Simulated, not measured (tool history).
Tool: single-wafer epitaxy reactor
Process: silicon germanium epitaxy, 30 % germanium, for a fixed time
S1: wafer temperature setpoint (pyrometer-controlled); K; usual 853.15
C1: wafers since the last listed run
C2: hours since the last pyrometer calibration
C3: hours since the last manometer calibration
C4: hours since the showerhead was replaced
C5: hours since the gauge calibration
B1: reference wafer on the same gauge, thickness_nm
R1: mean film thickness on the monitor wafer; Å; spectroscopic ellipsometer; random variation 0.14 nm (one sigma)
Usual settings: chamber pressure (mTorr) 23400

Run 1, hour 0.0: usual settings but chamber pressure (mTorr) 25100; C1 0; C2 2486.2; C3 138.5; C4 6647.9; C5 1218.9; B1 46.533. Result: R1 421.95 Å.
Run 2, hour 41.7: usual settings but chamber pressure (mTorr) 25100; C1 823; C2 2527.9; C3 180.2; C4 6689.6; C5 1260.6; B1 46.515. Result: R1 423.32 Å.
Run 3, hour 91.1: usual settings; C1 976; C2 2577.3; C3 229.6; C4 6739.0; C5 1310.0; B1 46.471. Result: R1 413.86 Å.
Run 4, hour 140.7: usual settings; C1 980; C2 2626.9; C3 279.2; C4 6788.6; C5 1359.6; B1 46.495. Result: R1 416.27 Å.
Run 5, hour 203.9: usual settings; C1 1248; C2 2690.1; C3 342.4; C4 6851.8; C5 1422.8; B1 46.525. Result: R1 414.27 Å.
Run 6, hour 234.8: usual settings; C1 610; C2 2721.0; C3 373.3; C4 6882.7; C5 1453.7; B1 46.532. Result: R1 416.66 Å.
Run 7, hour 270.2: usual settings; C1 699; C2 2756.4; C3 408.7; C4 6918.1; C5 1489.1; B1 46.521. Result: R1 415.81 Å.
Run 8, hour 317.6: usual settings but S1 861.15 K; C1 936; C2 2803.8; C3 456.1; C4 6965.5; C5 1536.5; B1 46.480. Result: R1 496.81 Å.
Run 9, hour 352.7: usual settings; C1 693; C2 2838.9; C3 491.2; C4 7000.6; C5 1571.6; B1 46.505. Result: R1 416.51 Å.
Run 10, hour 401.0: usual settings; C1 954; C2 2887.2; C3 539.5; C4 7048.9; C5 1619.9; B1 46.493. Result: R1 417.53 Å.
Run 11, hour 462.6: usual settings; C1 1217; C2 2948.8; C3 601.1; C4 7110.5; C5 1681.5; B1 46.524. Result: R1 416.43 Å.
Run 12, hour 555.0: usual settings; C1 1825; C2 3041.2; C3 693.5; C4 7202.9; C5 1773.9; B1 46.472. Result: R1 415.68 Å.
At hour 614.5: pyrometer calibrated.
Run 13, hour 622.9: usual settings; C1 1183; C2 8.4; C3 761.4; C4 7270.8; C5 1841.8; B1 46.507. Result: R1 415.67 Å.
Run 14, hour 744.2: usual settings but chamber pressure (mTorr) 19400; C1 2396; C2 129.7; C3 882.7; C4 7392.1; C5 1963.1; B1 46.474. Result: R1 401.41 Å.
Run 15, hour 808.7: usual settings but chamber pressure (mTorr) 19400; C1 1274; C2 194.2; C3 947.2; C4 7456.6; C5 2027.6; B1 46.483. Result: R1 400.15 Å.
At hour 869.6: showerhead replaced.
Run 16, hour 876.7: usual settings but chamber pressure (mTorr) 19400; C1 1185; C2 262.2; C3 1015.2; C4 7.1; C5 2095.6; B1 46.536. Result: R1 398.82 Å.
Run 17, hour 936.3: usual settings; C1 1177; C2 321.8; C3 1074.8; C4 66.7; C5 2155.2; B1 46.467. Result: R1 417.88 Å.
Run 18, hour 984.2: usual settings but S1 847.15 K, chamber pressure (mTorr) 26900; C1 946; C2 369.7; C3 1122.7; C4 114.6; C5 2203.1; B1 46.466. Result: R1 378.49 Å.
Run 19, hour 1041.5: usual settings but S1 859.15 K, chamber pressure (mTorr) 26600; C1 1132; C2 427.0; C3 1180.0; C4 171.9; C5 2260.4; B1 46.445. Result: R1 492.39 Å.
Run 20, hour 1100.4: usual settings but chamber pressure (mTorr) 18900; C1 1163; C2 485.9; C3 1238.9; C4 230.8; C5 2319.3; B1 46.462. Result: R1 400.90 Å.
Run 21, hour 1139.3: usual settings but S1 861.15 K, chamber pressure (mTorr) 18600; C1 768; C2 524.8; C3 1277.8; C4 269.7; C5 2358.2; B1 46.511. Result: R1 474.20 Å.
Run 22, hour 1174.9: usual settings but chamber pressure (mTorr) 19400; C1 703; C2 560.4; C3 1313.4; C4 305.3; C5 2393.8; B1 46.471. Result: R1 402.05 Å.
At hour 1328.0: capacitance manometer re-zeroed and calibrated.
Run 23, hour 1328.7: usual settings but S1 859.15 K, chamber pressure (mTorr) 18100; C1 2880; C2 714.2; C3 0.7; C4 459.1; C5 2547.6; B1 46.491. Result: R1 431.27 Å.
At hour 1386.6: gauge calibrated.
Run 24, hour 1399.5: usual settings but S1 859.15 K, chamber pressure (mTorr) 28900; C1 1398; C2 785.0; C3 71.5; C4 529.9; C5 12.9; B1 46.508. Result: R1 484.81 Å.
Run 25, hour 1465.9: usual settings but S1 867.15 K, chamber pressure (mTorr) 28500; C1 1312; C2 851.4; C3 137.9; C4 596.3; C5 79.3; B1 46.551. Result: R1 571.89 Å.
Run 26, hour 1526.7: usual settings but S1 862.15 K, chamber pressure (mTorr) 20700; C1 1201; C2 912.2; C3 198.7; C4 657.1; C5 140.1; B1 46.510. Result: R1 478.64 Å.
Run 27, hour 1598.2: usual settings but S1 843.15 K, chamber pressure (mTorr) 20000; C1 1412; C2 983.7; C3 270.2; C4 728.6; C5 211.6; B1 46.497. Result: R1 314.45 Å.
Run 28, hour 1694.3: usual settings but S1 865.15 K, chamber pressure (mTorr) 18900; C1 1898; C2 1079.8; C3 366.3; C4 824.7; C5 307.7; B1 46.512. Result: R1 501.01 Å.
Run 29, hour 1744.5: usual settings but S1 858.15 K, chamber pressure (mTorr) 20400; C1 991; C2 1130.0; C3 416.5; C4 874.9; C5 357.9; B1 46.600. Result: R1 438.38 Å.
Run 30, hour 1798.0: usual settings but S1 866.15 K, chamber pressure (mTorr) 20500; C1 1057; C2 1183.5; C3 470.0; C4 928.4; C5 411.4; B1 46.504. Result: R1 523.22 Å.
At hour 1840.3: capacitance manometer re-zeroed and calibrated, repeated, since the last time left the tool worse.
Run 31, hour 1872.7: usual settings but S1 862.15 K, chamber pressure (mTorr) 25900; C1 1317; C2 1258.2; C3 32.4; C4 1003.1; C5 486.1; B1 46.462. Result: R1 516.76 Å.
Run 32, hour 1907.5: usual settings but S1 867.15 K, chamber pressure (mTorr) 26800; C1 687; C2 1293.0; C3 67.2; C4 1037.9; C5 520.9; B1 46.500. Result: R1 578.60 Å.
Run 33, hour 1965.4: usual settings; C1 1144; C2 1350.9; C3 125.1; C4 1095.8; C5 578.8; B1 46.504. Result: R1 416.12 Å.
Run 34, hour 2028.4: usual settings; C1 1244; C2 1413.9; C3 188.1; C4 1158.8; C5 641.8; B1 46.459. Result: R1 416.27 Å.
Run 35, hour 2097.3: usual settings but S1 867.15 K; C1 1361; C2 1482.8; C3 257.0; C4 1227.7; C5 710.7; B1 46.400. Result: R1 559.96 Å.

Forecast each of these 4 alternatives for the next run:
Run A, hour 2097.7: usual settings; C1 7; C2 1483.2; C3 257.4; C4 1228.1; C5 711.1; B1 ?. Result: R1 ?.
Run B, hour 2097.7: usual settings but S1 860.15 K, chamber pressure (mTorr) 18400; C1 7; C2 1483.2; C3 257.4; C4 1228.1; C5 711.1; B1 ?. Result: R1 ?.
Run C, hour 2097.7: usual settings but S1 842.15 K; C1 7; C2 1483.2; C3 257.4; C4 1228.1; C5 711.1; B1 ?. Result: R1 ?.
Run D, hour 2097.7: usual settings but chamber pressure (mTorr) 28700; C1 7; C2 1483.2; C3 257.4; C4 1228.1; C5 711.1; B1 ?. Result: R1 ?.

run      B1      R1
  A  46.511  412.83
  B  46.511  454.86
  C  46.511  323.60
  D  46.511  434.21
Without the tool's hidden state the same runs would have given:
run      R1
  A  410.65
  B  452.46
  C  321.90
  D  431.93

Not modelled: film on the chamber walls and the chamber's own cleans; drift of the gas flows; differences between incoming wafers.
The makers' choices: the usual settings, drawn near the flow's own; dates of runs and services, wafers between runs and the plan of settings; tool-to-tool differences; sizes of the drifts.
